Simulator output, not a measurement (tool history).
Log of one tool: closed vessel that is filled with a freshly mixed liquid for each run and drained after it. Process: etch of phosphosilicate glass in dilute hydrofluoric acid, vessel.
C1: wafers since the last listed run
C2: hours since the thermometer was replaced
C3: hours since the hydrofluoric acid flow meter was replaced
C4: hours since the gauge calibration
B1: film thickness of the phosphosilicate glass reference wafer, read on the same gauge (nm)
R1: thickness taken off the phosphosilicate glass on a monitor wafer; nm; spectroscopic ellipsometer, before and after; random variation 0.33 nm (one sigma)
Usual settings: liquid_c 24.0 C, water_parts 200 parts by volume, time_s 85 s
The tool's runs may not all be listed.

Run 1, day 0.000: usual settings; C1 0; C2 223.1; C3 817.1; C4 1582.3; B1 150.02. Result: R1 49.79 nm.
Run 2, day 2.142: usual settings; C1 4029; C2 274.5; C3 868.5; C4 1633.7; B1 149.94. Result: R1 49.49 nm.
Run 3, day 3.842: usual settings; C1 3198; C2 315.3; C3 909.3; C4 1674.5; B1 150.02. Result: R1 49.24 nm.
Run 4, day 6.971: usual settings; C1 5886; C2 390.4; C3 984.4; C4 1749.6; B1 150.04. Result: R1 49.21 nm.
Run 5, day 8.958: usual settings; C1 3739; C2 438.1; C3 1032.1; C4 1797.3; B1 150.00. Result: R1 49.37 nm.
Run 6, day 10.967: usual settings; C1 3778; C2 486.3; C3 1080.3; C4 1845.5; B1 150.02. Result: R1 49.31 nm.
Run 7, day 12.954: usual settings; C1 3739; C2 534.0; C3 1128.0; C4 1893.2; B1 150.03. Result: R1 49.10 nm.
Run 8, day 16.062: usual settings; C1 5847; C2 608.6; C3 1202.6; C4 1967.8; B1 150.02. Result: R1 49.19 nm.
Run 9, day 17.771: usual settings; C1 3213; C2 649.6; C3 1243.6; C4 2008.8; B1 149.98. Result: R1 48.74 nm.
Run 10, day 19.562: usual settings; C1 3370; C2 692.6; C3 1286.6; C4 2051.8; B1 150.01. Result: R1 48.32 nm.
Run 11, day 22.700: usual settings but water_parts 130 parts by volume; C1 5902; C2 767.9; C3 1361.9; C4 2127.1; B1 150.01. Result: R1 80.91 nm.
At day 25.462: thermometer replaced.
Run 12, day 26.162: usual settings but water_parts 285 parts by volume, time_s 65 s; C1 6435; C2 16.8; C3 1445.0; C4 2210.2; B1 149.98. Result: R1 23.93 nm.
Run 13, day 30.279: usual settings but liquid_c 22.0 C, water_parts 170 parts by volume; C1 7744; C2 115.6; C3 1543.8; C4 2309.0; B1 150.00. Result: R1 54.60 nm.
Run 14, day 32.862: usual settings; C1 4859; C2 177.6; C3 1605.8; C4 2371.0; B1 150.05. Result: R1 48.92 nm.
Run 15, day 36.100: usual settings but liquid_c 29.0 C; C1 6090; C2 255.3; C3 1683.5; C4 2448.7; B1 150.02. Result: R1 57.45 nm.
Run 16, day 40.362: usual settings but liquid_c 26.0 C, water_parts 275 parts by volume, time_s 125 s; C1 8018; C2 357.6; C3 1785.8; C4 2551.0; B1 150.01. Result: R1 51.42 nm.
At day 40.417: gauge calibrated.
Run 17, day 42.692: usual settings; C1 4381; C2 413.5; C3 1841.7; C4 54.6; B1 150.02. Result: R1 47.63 nm.
Run 18, day 45.279: usual settings but liquid_c 26.5 C, time_s 125 s; C1 4867; C2 475.6; C3 1903.8; C4 116.7; B1 150.00. Result: R1 77.50 nm.
Run 19, day 47.229: usual settings but water_parts 250 parts by volume, time_s 50 s; C1 3668; C2 522.4; C3 1950.6; C4 163.5; B1 150.03. Result: R1 21.28 nm.
Run 20, day 49.242: usual settings but liquid_c 20.5 C, water_parts 160 parts by volume; C1 3786; C2 570.7; C3 1998.9; C4 211.8; B1 149.94. Result: R1 54.95 nm.
At day 49.662: hydrofluoric acid flow meter replaced.
Run 21, day 51.379: usual settings but liquid_c 20.5 C, water_parts 110 parts by volume; C1 3942; C2 622.0; C3 41.2; C4 263.1; B1 149.94. Result: R1 88.49 nm.
Run 22, day 54.175: usual settings but liquid_c 19.5 C; C1 5259; C2 689.1; C3 108.3; C4 330.2; B1 150.00. Result: R1 42.18 nm.
Run 23, day 56.908: usual settings but water_parts 270 parts by volume; C1 5142; C2 754.7; C3 173.9; C4 395.8; B1 149.97. Result: R1 33.98 nm.
At day 64.746: thermometer replaced.
Run 24, day 69.746: usual settings; C1 24072; C2 120.0; C3 482.0; C4 703.9; B1 150.00. Result: R1 49.54 nm.
Run 25, day 73.608: usual settings but water_parts 230 parts by volume; C1 7266; C2 212.7; C3 574.7; C4 796.6; B1 150.00. Result: R1 42.18 nm.
Run 26, day 77.904: usual settings but time_s 120 s; C1 8081; C2 315.8; C3 677.8; C4 899.7; B1 150.01. Result: R1 69.41 nm.
Run 27, day 81.058: usual settings but liquid_c 19.5 C, water_parts 145 parts by volume, time_s 65 s; C1 5933; C2 391.5; C3 753.5; C4 975.4; B1 149.96. Result: R1 46.67 nm.
Run 28, day 84.725: usual settings but liquid_c 19.0 C, water_parts 165 parts by volume, time_s 100 s; C1 6897; C2 479.5; C3 841.5; C4 1063.4; B1 149.98. Result: R1 59.90 nm.
Run 29, day 86.629: usual settings but liquid_c 26.0 C, water_parts 295 parts by volume, time_s 55 s; C1 3582; C2 525.2; C3 887.2; C4 1109.1; B1 149.99. Result: R1 20.72 nm.
Run 30, day 89.554: usual settings but liquid_c 19.0 C, water_parts 255 parts by volume; C1 5502; C2 595.4; C3 957.4; C4 1179.3; B1 149.98. Result: R1 30.20 nm.
Run 31, day 93.246: usual settings; C1 6945; C2 684.0; C3 1046.0; C4 1267.9; B1 149.98. Result: R1 48.94 nm.
At day 99.675: thermometer replaced.
Run 32, day 104.271: usual settings but water_parts 105 parts by volume, time_s 65 s; C1 20662; C2 110.3; C3 1310.6; C4 1532.5; B1 149.98. Result: R1 79.45 nm.

The tool's hidden state at each run:
liquid hotter than its thermometer reads (K): 0 in every run
gauge reads high (%): 0 in every run
H1: hydrofluoric acid flow below the setpoint (%)
run     H1
  1   2.08
  2   2.18
  3   2.25
  4   2.39
  5   2.48
  6   2.57
  7   2.65
  8   2.79
  9   2.87
 10   2.95
 11   3.08
 12   3.24
 13   3.42
 14   3.53
 15   3.68
 16   3.86
 17   3.97
 18   4.08
 19   4.17
 20   4.26
 21  0.665
 22  0.789
 23  0.909
 24   1.48
 25   1.65
 26   1.84
 27   1.98
 28   2.14
 29   2.22
 30   2.35
 31   2.51
 32      3
